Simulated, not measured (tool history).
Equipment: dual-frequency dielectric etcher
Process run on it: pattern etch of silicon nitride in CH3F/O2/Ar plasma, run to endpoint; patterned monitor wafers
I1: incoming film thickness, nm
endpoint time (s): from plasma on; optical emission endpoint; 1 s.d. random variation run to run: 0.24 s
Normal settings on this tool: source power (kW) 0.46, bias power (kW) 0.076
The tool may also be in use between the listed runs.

{"run": 1, "hour": 0.0, "source power (kW)": 0.46, "bias power (kW)": 0.076, "I1": 32.66, "endpoint time (s)": 42.5}
{"run": 2, "hour": 13.3, "source power (kW)": 0.46, "bias power (kW)": 0.076, "I1": 32.45, "endpoint time (s)": 41.9}
{"run": 3, "hour": 19.5, "source power (kW)": 0.46, "bias power (kW)": 0.076, "I1": 32.44, "endpoint time (s)": 41.9}
{"run": 4, "hour": 32.3, "source power (kW)": 0.46, "bias power (kW)": 0.076, "I1": 32.45, "endpoint time (s)": 41.5}
{"run": 5, "hour": 59.8, "source power (kW)": 0.46, "bias power (kW)": 0.076, "I1": 32.48, "endpoint time (s)": 42.1}
{"run": 6, "hour": 76.7, "source power (kW)": 0.46, "bias power (kW)": 0.076, "I1": 32.73, "endpoint time (s)": 42.1}
{"run": 7, "hour": 89.8, "source power (kW)": 0.46, "bias power (kW)": 0.076, "I1": 32.29, "endpoint time (s)": 41.7}
{"run": 8, "hour": 100.1, "source power (kW)": 0.46, "bias power (kW)": 0.076, "I1": 32.38, "endpoint time (s)": 41.6}
{"run": 9, "hour": 113.2, "source power (kW)": 0.46, "bias power (kW)": 0.076, "I1": 32.3, "endpoint time (s)": 41.8}
{"run": 10, "hour": 122.1, "source power (kW)": 0.46, "bias power (kW)": 0.076, "I1": 32.48, "endpoint time (s)": 41.7}
{"run": 11, "hour": 138.6, "source power (kW)": 0.46, "bias power (kW)": 0.076, "I1": 32.56, "endpoint time (s)": 41.5}
{"run": 12, "hour": 151.0, "source power (kW)": 0.46, "bias power (kW)": 0.087, "I1": 31.8, "endpoint time (s)": 37.8}
{"run": 13, "hour": 164.7, "source power (kW)": 0.46, "bias power (kW)": 0.087, "I1": 32.42, "endpoint time (s)": 39.1}
{"hour": 197.9, "done": "wet clean of the chamber"}
{"run": 14, "hour": 198.4, "source power (kW)": 0.46, "bias power (kW)": 0.087, "I1": 32.6, "endpoint time (s)": 40.8}
{"run": 15, "hour": 198.8, "source power (kW)": 0.46, "bias power (kW)": 0.076, "I1": 32.29, "endpoint time (s)": 44}
{"run": 16, "hour": 202.2, "source power (kW)": 0.46, "bias power (kW)": 0.076, "I1": 32.77, "endpoint time (s)": 44.5}
{"run": 17, "hour": 211.9, "source power (kW)": 0.46, "bias power (kW)": 0.076, "I1": 32.13, "endpoint time (s)": 43.4}
{"run": 18, "hour": 224.3, "source power (kW)": 0.38, "bias power (kW)": 0.076, "I1": 32.19, "endpoint time (s)": 49.1}
{"run": 19, "hour": 230.7, "source power (kW)": 0.35, "bias power (kW)": 0.067, "I1": 32.22, "endpoint time (s)": 55.6}
{"run": 20, "hour": 242.9, "source power (kW)": 0.46, "bias power (kW)": 0.076, "I1": 32.76, "endpoint time (s)": 44.3}
{"run": 21, "hour": 249.6, "source power (kW)": 0.37, "bias power (kW)": 0.076, "I1": 32.77, "endpoint time (s)": 50.4}
{"run": 22, "hour": 260.8, "source power (kW)": 0.46, "bias power (kW)": 0.076, "I1": 32.61, "endpoint time (s)": 43.9}
{"run": 23, "hour": 277.0, "source power (kW)": 0.46, "bias power (kW)": 0.076, "I1": 32.5, "endpoint time (s)": 43.5}
{"run": 24, "hour": 294.0, "source power (kW)": 0.46, "bias power (kW)": 0.069, "I1": 32.43, "endpoint time (s)": 45.3}
{"hour": 303.6, "done": "source power generator calibrated"}
{"run": 25, "hour": 304.1, "source power (kW)": 0.41, "bias power (kW)": 0.061, "I1": 32.09, "endpoint time (s)": 51.9}
{"run": 26, "hour": 307.7, "source power (kW)": 0.46, "bias power (kW)": 0.09, "I1": 32.52, "endpoint time (s)": 40.4}
{"hour": 332.3, "done": "upper electrode replaced"}
{"run": 27, "hour": 332.8, "source power (kW)": 0.46, "bias power (kW)": 0.076, "I1": 32.54, "endpoint time (s)": 43.3}
{"run": 28, "hour": 333.2, "source power (kW)": 0.53, "bias power (kW)": 0.076, "I1": 32.32, "endpoint time (s)": 40.2}
{"run": 29, "hour": 341.3, "source power (kW)": 0.43, "bias power (kW)": 0.071, "I1": 32.37, "endpoint time (s)": 47.2}
{"hour": 347.9, "done": "bias power generator calibrated"}
{"run": 30, "hour": 357.5, "source power (kW)": 0.36, "bias power (kW)": 0.076, "I1": 32.98, "endpoint time (s)": 51.3}
{"run": 31, "hour": 409.6, "source power (kW)": 0.55, "bias power (kW)": 0.076, "I1": 32.36, "endpoint time (s)": 39.1}
{"run": 32, "hour": 416.1, "source power (kW)": 0.46, "bias power (kW)": 0.076, "I1": 32.31, "endpoint time (s)": 43}
{"run": 33, "hour": 433.6, "source power (kW)": 0.36, "bias power (kW)": 0.076, "I1": 32.34, "endpoint time (s)": 49.5}
{"run": 34, "hour": 460.7, "source power (kW)": 0.46, "bias power (kW)": 0.076, "I1": 31.99, "endpoint time (s)": 42.3}

Selected run-to-run steps in endpoint time (s), each split into two signed amounts: the part the tool would show with no hidden state at all (from settings, incoming material and random variation), and the remainder, which goes to the hidden state together with any gauge scatter not common to the measured and the hidden-state-free results:
What the log doesn't record here: etch rate over this chamber's usual, %; source power that arrives over what is set, %; bias power that arrives over what is set, %.
Run 4 -> 5: settings left as they were, no log entry in between. endpoint time (s) +0.6: hidden state -0.2, all else +0.8.
Run 11 -> 12: bias power (kW) 0.076 -> 0.087. endpoint time (s) -3.7: hidden state +0.2, all else -3.9.
Run 13 -> 14: wet clean of the chamber. endpoint time (s) +1.7: hidden state +2.2, all else -0.5.
Run 19 -> 20: source power (kW) 0.35 -> 0.46, bias power (kW) 0.067 -> 0.076. endpoint time (s) -11.3: hidden state +0, all else -11.3.
Run 25 -> 26: source power (kW) 0.41 -> 0.46, bias power (kW) 0.061 -> 0.09. endpoint time (s) -11.5: hidden state +0, all else -11.5.
Run 30 -> 31: source power (kW) 0.36 -> 0.55. endpoint time (s) -12.2: hidden state +0, all else -12.2.

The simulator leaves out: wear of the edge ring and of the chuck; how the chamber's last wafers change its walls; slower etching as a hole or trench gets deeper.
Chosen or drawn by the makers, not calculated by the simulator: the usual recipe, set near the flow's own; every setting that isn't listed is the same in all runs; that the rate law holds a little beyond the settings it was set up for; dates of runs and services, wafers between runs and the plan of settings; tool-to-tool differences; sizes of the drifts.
